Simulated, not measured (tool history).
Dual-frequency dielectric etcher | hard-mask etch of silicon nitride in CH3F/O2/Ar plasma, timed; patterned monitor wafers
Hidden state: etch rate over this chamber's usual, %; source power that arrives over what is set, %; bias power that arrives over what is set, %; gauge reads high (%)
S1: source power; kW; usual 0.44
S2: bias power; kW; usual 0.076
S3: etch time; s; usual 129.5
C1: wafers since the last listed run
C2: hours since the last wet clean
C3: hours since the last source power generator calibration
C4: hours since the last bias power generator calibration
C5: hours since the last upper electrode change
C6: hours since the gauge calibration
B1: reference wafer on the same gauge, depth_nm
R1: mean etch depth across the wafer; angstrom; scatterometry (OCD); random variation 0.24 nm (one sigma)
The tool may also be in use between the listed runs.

run 1 day=0 | S1=0.44 S2=0.076 S3=129.5 | C1=0 C2=541.9 C3=4571.9 C4=2484.6 C5=2999.4 C6=318.2 | B1=75.3 | R1=909
run 2 day=0.638 | S1=0.37 S2=0.076 S3=129.5 | C1=84 C2=557.2 C3=4587.2 C4=2499.9 C5=3014.7 C6=333.5 | B1=75.2 | R1=822
run 3 day=1.133 | S1=0.37 S2=0.076 S3=129.5 | C1=65 C2=569.1 C3=4599.1 C4=2511.8 C5=3026.6 C6=345.4 | B1=75.3 | R1=821
-- day=2.171 wet clean of the chamber
run 4 day=2.192 | S1=0.44 S2=0.076 S3=129.5 | C1=7 C2=0.5 C3=4624.5 C4=2537.2 C5=3052 C6=370.8 | B1=75.3 | R1=905
run 5 day=2.208 | S1=0.44 S2=0.076 S3=129.5 | C1=2 C2=0.9 C3=4624.9 C4=2537.6 C5=3052.4 C6=371.2 | B1=75.4 | R1=911
run 6 day=2.692 | S1=0.44 S2=0.076 S3=129.5 | C1=64 C2=12.5 C3=4636.5 C4=2549.2 C5=3064 C6=382.8 | B1=75.3 | R1=912
run 7 day=3.021 | S1=0.44 S2=0.076 S3=129.5 | C1=43 C2=20.4 C3=4644.4 C4=2557.1 C5=3071.9 C6=390.7 | B1=75.3 | R1=910
run 8 day=3.733 | S1=0.44 S2=0.076 S3=129.5 | C1=94 C2=37.5 C3=4661.5 C4=2574.2 C5=3089 C6=407.8 | B1=75.4 | R1=911
run 9 day=4.046 | S1=0.44 S2=0.088 S3=129.5 | C1=41 C2=45 C3=4669 C4=2581.7 C5=3096.5 C6=415.3 | B1=75.3 | R1=959
run 10 day=5.708 | S1=0.54 S2=0.076 S3=129.5 | C1=221 C2=84.9 C3=4708.9 C4=2621.6 C5=3136.4 C6=455.2 | B1=75.3 | R1=1018
run 11 day=6.075 | S1=0.5 S2=0.06 S3=105.5 | C1=48 C2=93.7 C3=4717.7 C4=2630.4 C5=3145.2 C6=464 | B1=75.3 | R1=735
run 12 day=6.467 | S1=0.44 S2=0.094 S3=129.5 | C1=52 C2=103.1 C3=4727.1 C4=2639.8 C5=3154.6 C6=473.4 | B1=75.2 | R1=982
run 13 day=6.904 | S1=0.5 S2=0.064 S3=129.5 | C1=58 C2=113.6 C3=4737.6 C4=2650.3 C5=3165.1 C6=483.9 | B1=75.3 | R1=920
run 14 day=7.65 | S1=0.54 S2=0.087 S3=129.5 | C1=99 C2=131.5 C3=4755.5 C4=2668.2 C5=3183 C6=501.8 | B1=75.3 | R1=1064
-- day=8.133 gauge calibrated
-- day=8.938 bias power generator calibrated
-- day=9.558 upper electrode replaced
run 15 day=9.579 | S1=0.44 S2=0.09 S3=150 | C1=152 C2=177.8 C3=4801.8 C4=15.4 C5=0.5 C6=34.7 | B1=75.3 | R1=1118
run 16 day=9.596 | S1=0.44 S2=0.081 S3=129.5 | C1=2 C2=178.2 C3=4802.2 C4=15.8 C5=0.9 C6=35.1 | B1=75.4 | R1=934
run 17 day=10.104 | S1=0.49 S2=0.067 S3=129.5 | C1=67 C2=190.4 C3=4814.4 C4=28 C5=13.1 C6=47.3 | B1=75.3 | R1=931
run 18 day=10.604 | S1=0.44 S2=0.076 S3=102 | C1=66 C2=202.4 C3=4826.4 C4=40 C5=25.1 C6=59.3 | B1=75.3 | R1=717
run 19 day=11.083 | S1=0.44 S2=0.068 S3=129.5 | C1=63 C2=213.9 C3=4837.9 C4=51.5 C5=36.6 C6=70.8 | B1=75.3 | R1=875
run 20 day=11.704 | S1=0.44 S2=0.065 S3=162.5 | C1=82 C2=228.8 C3=4852.8 C4=66.4 C5=51.5 C6=85.7 | B1=75.3 | R1=1086
-- day=12.5 source power generator calibrated
run 21 day=13.171 | S1=0.44 S2=0.076 S3=129.5 | C1=172 C2=264 C3=16.1 C4=101.6 C5=86.7 C6=120.9 | B1=75.4 | R1=909
run 22 day=13.733 | S1=0.44 S2=0.09 S3=150 | C1=74 C2=277.5 C3=29.6 C4=115.1 C5=100.2 C6=134.4 | B1=75.3 | R1=1114
run 23 day=14.192 | S1=0.4 S2=0.094 S3=129.5 | C1=60 C2=288.5 C3=40.6 C4=126.1 C5=111.2 C6=145.4 | B1=75.2 | R1=932
run 24 day=14.658 | S1=0.44 S2=0.076 S3=129.5 | C1=62 C2=299.7 C3=51.8 C4=137.3 C5=122.4 C6=156.6 | B1=75.2 | R1=912

The next listed run, before its measurement:
run 25 day=15.392 | S1=0.44 S2=0.076 S3=129.5 | C1=97 C2=317.3 C3=69.4 C4=154.9 C5=140 C6=174.2 | B1=? | R1=?

{"run 25": {"B1": 75.4, "R1": 908}}
Without the tool's hidden state the same run would have given R1 908 angstrom.

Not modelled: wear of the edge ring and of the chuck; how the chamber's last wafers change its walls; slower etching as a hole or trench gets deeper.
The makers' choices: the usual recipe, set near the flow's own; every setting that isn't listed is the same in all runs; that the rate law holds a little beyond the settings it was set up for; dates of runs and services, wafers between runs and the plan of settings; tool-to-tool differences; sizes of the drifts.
